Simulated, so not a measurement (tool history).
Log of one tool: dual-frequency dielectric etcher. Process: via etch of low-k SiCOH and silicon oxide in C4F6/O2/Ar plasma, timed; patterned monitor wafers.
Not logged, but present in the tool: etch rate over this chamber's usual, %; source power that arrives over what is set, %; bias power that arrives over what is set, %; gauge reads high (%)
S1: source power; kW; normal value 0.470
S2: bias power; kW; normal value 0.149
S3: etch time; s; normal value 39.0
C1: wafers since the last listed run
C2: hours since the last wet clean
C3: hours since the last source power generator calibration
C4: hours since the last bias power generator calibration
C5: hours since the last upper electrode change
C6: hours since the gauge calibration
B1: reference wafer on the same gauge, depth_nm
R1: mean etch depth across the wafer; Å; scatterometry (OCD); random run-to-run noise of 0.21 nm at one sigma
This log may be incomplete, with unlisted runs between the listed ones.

{"run": 1, "hour": 0.0, "S1": 0.47, "S2": 0.149, "S3": 39.0, "C1": 0, "C2": 243.9, "C3": 3134.5, "C4": 2996.1, "C5": 4044.2, "C6": 244.1, "B1": 96.6, "R1": 950}
{"run": 2, "hour": 12.3, "S1": 0.47, "S2": 0.149, "S3": 39.0, "C1": 202, "C2": 256.2, "C3": 3146.8, "C4": 3008.4, "C5": 4056.5, "C6": 256.4, "B1": 96.6, "R1": 947}
{"run": 3, "hour": 29.0, "S1": 0.5, "S2": 0.149, "S3": 35.5, "C1": 274, "C2": 272.9, "C3": 3163.5, "C4": 3025.1, "C5": 4073.2, "C6": 273.1, "B1": 96.7, "R1": 896}
{"run": 4, "hour": 57.0, "S1": 0.47, "S2": 0.149, "S3": 34.0, "C1": 461, "C2": 300.9, "C3": 3191.5, "C4": 3053.1, "C5": 4101.2, "C6": 301.1, "B1": 96.6, "R1": 831}
{"run": 5, "hour": 75.4, "S1": 0.47, "S2": 0.149, "S3": 39.0, "C1": 302, "C2": 319.3, "C3": 3209.9, "C4": 3071.5, "C5": 4119.6, "C6": 319.5, "B1": 96.7, "R1": 950}
{"run": 6, "hour": 102.6, "S1": 0.47, "S2": 0.149, "S3": 39.0, "C1": 447, "C2": 346.5, "C3": 3237.1, "C4": 3098.7, "C5": 4146.8, "C6": 346.7, "B1": 96.6, "R1": 954}
{"run": 7, "hour": 117.6, "S1": 0.47, "S2": 0.149, "S3": 47.5, "C1": 246, "C2": 361.5, "C3": 3252.1, "C4": 3113.7, "C5": 4161.8, "C6": 361.7, "B1": 96.5, "R1": 1167}
{"hour": 143.0, "done": "gauge calibrated"}
{"run": 8, "hour": 145.5, "S1": 0.47, "S2": 0.136, "S3": 39.0, "C1": 459, "C2": 389.4, "C3": 3280.0, "C4": 3141.6, "C5": 4189.7, "C6": 2.5, "B1": 96.6, "R1": 930}
{"run": 9, "hour": 165.0, "S1": 0.47, "S2": 0.136, "S3": 39.0, "C1": 321, "C2": 408.9, "C3": 3299.5, "C4": 3161.1, "C5": 4209.2, "C6": 22.0, "B1": 96.6, "R1": 934}
{"run": 10, "hour": 188.4, "S1": 0.52, "S2": 0.149, "S3": 34.0, "C1": 385, "C2": 432.3, "C3": 3322.9, "C4": 3184.5, "C5": 4232.6, "C6": 45.4, "B1": 96.6, "R1": 882}
{"run": 11, "hour": 222.0, "S1": 0.47, "S2": 0.133, "S3": 45.0, "C1": 553, "C2": 465.9, "C3": 3356.5, "C4": 3218.1, "C5": 4266.2, "C6": 79.0, "B1": 96.5, "R1": 1075}
{"hour": 250.4, "done": "wet clean of the chamber"}
{"run": 12, "hour": 250.9, "S1": 0.47, "S2": 0.133, "S3": 45.0, "C1": 80, "C2": 0.5, "C3": 3385.4, "C4": 3247.0, "C5": 4295.1, "C6": 107.9, "B1": 96.6, "R1": 1050}
{"run": 13, "hour": 269.5, "S1": 0.47, "S2": 0.133, "S3": 45.0, "C1": 306, "C2": 19.1, "C3": 3404.0, "C4": 3265.6, "C5": 4313.7, "C6": 126.5, "B1": 96.6, "R1": 1053}
{"hour": 293.2, "done": "bias power generator calibrated"}
{"run": 14, "hour": 293.7, "S1": 0.47, "S2": 0.114, "S3": 39.0, "C1": 332, "C2": 43.3, "C3": 3428.2, "C4": 0.5, "C5": 4337.9, "C6": 150.7, "B1": 96.6, "R1": 883}
{"hour": 357.8, "done": "upper electrode replaced"}
{"run": 15, "hour": 380.6, "S1": 0.59, "S2": 0.149, "S3": 39.0, "C1": 1035, "C2": 130.2, "C3": 3515.1, "C4": 87.4, "C5": 22.8, "C6": 237.6, "B1": 96.6, "R1": 1075}
{"run": 16, "hour": 412.1, "S1": 0.42, "S2": 0.174, "S3": 34.5, "C1": 518, "C2": 161.7, "C3": 3546.6, "C4": 118.9, "C5": 54.3, "C6": 269.1, "B1": 96.6, "R1": 814}
{"run": 17, "hour": 437.4, "S1": 0.39, "S2": 0.118, "S3": 43.5, "C1": 416, "C2": 187.0, "C3": 3571.9, "C4": 144.2, "C5": 79.6, "C6": 294.4, "B1": 96.6, "R1": 884}
{"hour": 466.2, "done": "source power generator calibrated"}
{"run": 18, "hour": 466.7, "S1": 0.47, "S2": 0.149, "S3": 39.0, "C1": 416, "C2": 216.3, "C3": 0.5, "C4": 173.5, "C5": 108.9, "C6": 323.7, "B1": 96.6, "R1": 951}
{"run": 19, "hour": 490.6, "S1": 0.47, "S2": 0.179, "S3": 46.0, "C1": 393, "C2": 240.2, "C3": 24.4, "C4": 197.4, "C5": 132.8, "C6": 347.6, "B1": 96.6, "R1": 1181}
{"hour": 500.6, "done": "gauge calibrated"}
{"run": 20, "hour": 549.0, "S1": 0.47, "S2": 0.149, "S3": 39.0, "C1": 961, "C2": 298.6, "C3": 82.8, "C4": 255.8, "C5": 191.2, "C6": 48.4, "B1": 96.7, "R1": 952}
{"run": 21, "hour": 562.5, "S1": 0.4, "S2": 0.149, "S3": 39.0, "C1": 222, "C2": 312.1, "C3": 96.3, "C4": 269.3, "C5": 204.7, "C6": 61.9, "B1": 96.6, "R1": 858}
{"run": 22, "hour": 577.0, "S1": 0.47, "S2": 0.149, "S3": 34.0, "C1": 238, "C2": 326.6, "C3": 110.8, "C4": 283.8, "C5": 219.2, "C6": 76.4, "B1": 96.6, "R1": 830}
{"run": 23, "hour": 595.3, "S1": 0.52, "S2": 0.149, "S3": 39.0, "C1": 301, "C2": 344.9, "C3": 129.1, "C4": 302.1, "C5": 237.5, "C6": 94.7, "B1": 96.5, "R1": 1012}
{"run": 24, "hour": 614.5, "S1": 0.55, "S2": 0.186, "S3": 43.0, "C1": 316, "C2": 364.1, "C3": 148.3, "C4": 321.3, "C5": 256.7, "C6": 113.9, "B1": 96.6, "R1": 1226}
{"run": 25, "hour": 646.5, "S1": 0.54, "S2": 0.149, "S3": 33.5, "C1": 526, "C2": 396.1, "C3": 180.3, "C4": 353.3, "C5": 288.7, "C6": 145.9, "B1": 96.6, "R1": 890}
{"run": 26, "hour": 660.5, "S1": 0.47, "S2": 0.133, "S3": 45.0, "C1": 230, "C2": 410.1, "C3": 194.3, "C4": 367.3, "C5": 302.7, "C6": 159.9, "B1": 96.6, "R1": 1075}

Predict each of these 4 candidate next runs independently; none follows another, all start after run 26:
{"run": "A", "hour": 660.9, "S1": 0.58, "S2": 0.149, "S3": 39.0, "C1": 6, "C2": 410.5, "C3": 194.7, "C4": 367.7, "C5": 303.1, "C6": 160.3, "B1": "?", "R1": "?"}
{"run": "B", "hour": 660.9, "S1": 0.47, "S2": 0.149, "S3": 50.0, "C1": 6, "C2": 410.5, "C3": 194.7, "C4": 367.7, "C5": 303.1, "C6": 160.3, "B1": "?", "R1": "?"}
{"run": "C", "hour": 660.9, "S1": 0.57, "S2": 0.128, "S3": 33.5, "C1": 6, "C2": 410.5, "C3": 194.7, "C4": 367.7, "C5": 303.1, "C6": 160.3, "B1": "?", "R1": "?"}
{"run": "D", "hour": 660.9, "S1": 0.44, "S2": 0.132, "S3": 35.0, "C1": 6, "C2": 410.5, "C3": 194.7, "C4": 367.7, "C5": 303.1, "C6": 160.3, "B1": "?", "R1": "?"}

run=A B1=96.7 R1=1087
run=B B1=96.7 R1=1235
run=C B1=96.7 R1=890
run=D B1=96.7 R1=805
Without the tool's unlogged condition, the same runs would have read:
run=A R1=1062
run=B R1=1207
run=C R1=870
run=D R1=787
